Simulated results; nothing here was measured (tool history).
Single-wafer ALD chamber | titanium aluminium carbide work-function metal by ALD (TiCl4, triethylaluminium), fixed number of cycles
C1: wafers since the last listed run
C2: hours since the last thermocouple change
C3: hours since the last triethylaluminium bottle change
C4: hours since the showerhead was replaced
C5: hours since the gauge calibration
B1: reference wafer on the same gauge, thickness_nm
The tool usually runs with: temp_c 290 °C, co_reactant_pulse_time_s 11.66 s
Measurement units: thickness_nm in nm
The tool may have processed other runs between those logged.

{"run": 1, "hour": 0.0, "temp_c": 279, "co_reactant_pulse_time_s": 15.34, "C1": 0, "C2": 1013.4, "C3": 284, "C4": 3923.7, "C5": 947.4, "B1": 2.591, "thickness_nm": 2.14}
{"run": 2, "hour": 75.6, "temp_c": 279, "co_reactant_pulse_time_s": 15.34, "C1": 594, "C2": 1089, "C3": 359.6, "C4": 3999.3, "C5": 1023, "B1": 2.589, "thickness_nm": 2.133}
{"run": 3, "hour": 178.9, "temp_c": 290, "co_reactant_pulse_time_s": 11.66, "C1": 812, "C2": 1192.3, "C3": 462.9, "C4": 4102.6, "C5": 1126.3, "B1": 2.59, "thickness_nm": 2.185}
{"hour": 281.7, "done": "thermocouple changed; heater temperature recalibrated"}
{"run": 4, "hour": 366.1, "temp_c": 290, "co_reactant_pulse_time_s": 11.66, "C1": 1408, "C2": 84.4, "C3": 650.1, "C4": 4289.8, "C5": 1313.5, "B1": 2.589, "thickness_nm": 2.219}
{"run": 5, "hour": 416.0, "temp_c": 290, "co_reactant_pulse_time_s": 11.66, "C1": 392, "C2": 134.3, "C3": 700, "C4": 4339.7, "C5": 1363.4, "B1": 2.59, "thickness_nm": 2.2}
{"run": 6, "hour": 486.4, "temp_c": 290, "co_reactant_pulse_time_s": 11.66, "C1": 553, "C2": 204.7, "C3": 770.4, "C4": 4410.1, "C5": 1433.8, "B1": 2.59, "thickness_nm": 2.194}
{"run": 7, "hour": 570.1, "temp_c": 290, "co_reactant_pulse_time_s": 11.66, "C1": 657, "C2": 288.4, "C3": 854.1, "C4": 4493.8, "C5": 1517.5, "B1": 2.59, "thickness_nm": 2.198}
{"run": 8, "hour": 668.9, "temp_c": 290, "co_reactant_pulse_time_s": 11.66, "C1": 776, "C2": 387.2, "C3": 952.9, "C4": 4592.6, "C5": 1616.3, "B1": 2.59, "thickness_nm": 2.201}
{"run": 9, "hour": 774.5, "temp_c": 280, "co_reactant_pulse_time_s": 11.66, "C1": 830, "C2": 492.8, "C3": 1058.5, "C4": 4698.2, "C5": 1721.9, "B1": 2.591, "thickness_nm": 2.089}
{"run": 10, "hour": 837.5, "temp_c": 280, "co_reactant_pulse_time_s": 11.66, "C1": 495, "C2": 555.8, "C3": 1121.5, "C4": 4761.2, "C5": 1784.9, "B1": 2.591, "thickness_nm": 2.085}
{"hour": 908.8, "done": "showerhead replaced"}
{"run": 11, "hour": 920.0, "temp_c": 297, "co_reactant_pulse_time_s": 11.66, "C1": 585, "C2": 638.3, "C3": 1204, "C4": 11.2, "C5": 1867.4, "B1": 2.59, "thickness_nm": 2.224}
{"run": 12, "hour": 997.0, "temp_c": 297, "co_reactant_pulse_time_s": 11.66, "C1": 605, "C2": 715.3, "C3": 1281, "C4": 88.2, "C5": 1944.4, "B1": 2.59, "thickness_nm": 2.193}
{"run": 13, "hour": 1058.5, "temp_c": 300, "co_reactant_pulse_time_s": 15.37, "C1": 483, "C2": 776.8, "C3": 1342.5, "C4": 149.7, "C5": 2005.9, "B1": 2.589, "thickness_nm": 2.3}
{"hour": 1095.5, "done": "triethylaluminium bottle replaced"}
{"hour": 1161.0, "done": "gauge calibrated"}
{"run": 14, "hour": 1283.3, "temp_c": 304, "co_reactant_pulse_time_s": 8.86, "C1": 1704, "C2": 1001.6, "C3": 187.8, "C4": 374.5, "C5": 122.3, "B1": 2.59, "thickness_nm": 2.214}
{"run": 15, "hour": 1347.8, "temp_c": 303, "co_reactant_pulse_time_s": 15.29, "C1": 507, "C2": 1066.1, "C3": 252.3, "C4": 439, "C5": 186.8, "B1": 2.59, "thickness_nm": 2.356}
{"run": 16, "hour": 1406.8, "temp_c": 290, "co_reactant_pulse_time_s": 11.66, "C1": 463, "C2": 1125.1, "C3": 311.3, "C4": 498, "C5": 245.8, "B1": 2.59, "thickness_nm": 2.194}
{"run": 17, "hour": 1448.0, "temp_c": 278, "co_reactant_pulse_time_s": 8.88, "C1": 323, "C2": 1166.3, "C3": 352.5, "C4": 539.2, "C5": 287, "B1": 2.589, "thickness_nm": 1.99}
{"run": 18, "hour": 1583.9, "temp_c": 290, "co_reactant_pulse_time_s": 11.66, "C1": 1068, "C2": 1302.2, "C3": 488.4, "C4": 675.1, "C5": 422.9, "B1": 2.589, "thickness_nm": 2.179}
{"run": 19, "hour": 1663.3, "temp_c": 304, "co_reactant_pulse_time_s": 15.86, "C1": 624, "C2": 1381.6, "C3": 567.8, "C4": 754.5, "C5": 502.3, "B1": 2.589, "thickness_nm": 2.352}
{"hour": 1717.5, "done": "thermocouple changed; heater temperature recalibrated"}
{"run": 20, "hour": 1721.2, "temp_c": 294, "co_reactant_pulse_time_s": 14.93, "C1": 392, "C2": 3.7, "C3": 625.7, "C4": 812.4, "C5": 560.2, "B1": 2.589, "thickness_nm": 2.299}
{"run": 21, "hour": 1824.4, "temp_c": 294, "co_reactant_pulse_time_s": 16, "C1": 811, "C2": 106.9, "C3": 728.9, "C4": 915.6, "C5": 663.4, "B1": 2.59, "thickness_nm": 2.294}
{"run": 22, "hour": 1909.3, "temp_c": 296, "co_reactant_pulse_time_s": 11.66, "C1": 667, "C2": 191.8, "C3": 813.8, "C4": 1000.5, "C5": 748.3, "B1": 2.589, "thickness_nm": 2.256}
{"run": 23, "hour": 1987.3, "temp_c": 290, "co_reactant_pulse_time_s": 11.66, "C1": 613, "C2": 269.8, "C3": 891.8, "C4": 1078.5, "C5": 826.3, "B1": 2.589, "thickness_nm": 2.189}
{"run": 24, "hour": 2048.2, "temp_c": 280, "co_reactant_pulse_time_s": 7.93, "C1": 478, "C2": 330.7, "C3": 952.7, "C4": 1139.4, "C5": 887.2, "B1": 2.591, "thickness_nm": 1.898}
{"hour": 2210.4, "done": "triethylaluminium bottle replaced"}
{"run": 25, "hour": 2210.9, "temp_c": 290, "co_reactant_pulse_time_s": 7.52, "C1": 1216, "C2": 493.4, "C3": 0.5, "C4": 1302.1, "C5": 1049.9, "B1": 2.59, "thickness_nm": 2.01}

Alternative continuations, all from the tool just after run 25; predict every row:
{"run": "A", "hour": 2211.3, "temp_c": 276, "co_reactant_pulse_time_s": 11.66, "C1": 3, "C2": 493.8, "C3": 0.9, "C4": 1302.5, "C5": 1050.3, "B1": "?", "thickness_nm": "?"}
{"run": "B", "hour": 2211.3, "temp_c": 290, "co_reactant_pulse_time_s": 9.96, "C1": 3, "C2": 493.8, "C3": 0.9, "C4": 1302.5, "C5": 1050.3, "B1": "?", "thickness_nm": "?"}
{"run": "C", "hour": 2211.3, "temp_c": 275, "co_reactant_pulse_time_s": 8.3, "C1": 3, "C2": 493.8, "C3": 0.9, "C4": 1302.5, "C5": 1050.3, "B1": "?", "thickness_nm": "?"}
{"run": "D", "hour": 2211.3, "temp_c": 300, "co_reactant_pulse_time_s": 11.66, "C1": 3, "C2": 493.8, "C3": 0.9, "C4": 1302.5, "C5": 1050.3, "B1": "?", "thickness_nm": "?"}

run=A B1=2.59 thickness_nm=2.082
run=B B1=2.59 thickness_nm=2.161
run=C B1=2.59 thickness_nm=1.944
run=D B1=2.59 thickness_nm=2.297
Had the tool no hidden state, the same runs would have come out as:
run=A thickness_nm=2.101
run=B thickness_nm=2.182
run=C thickness_nm=1.968
run=D thickness_nm=2.316
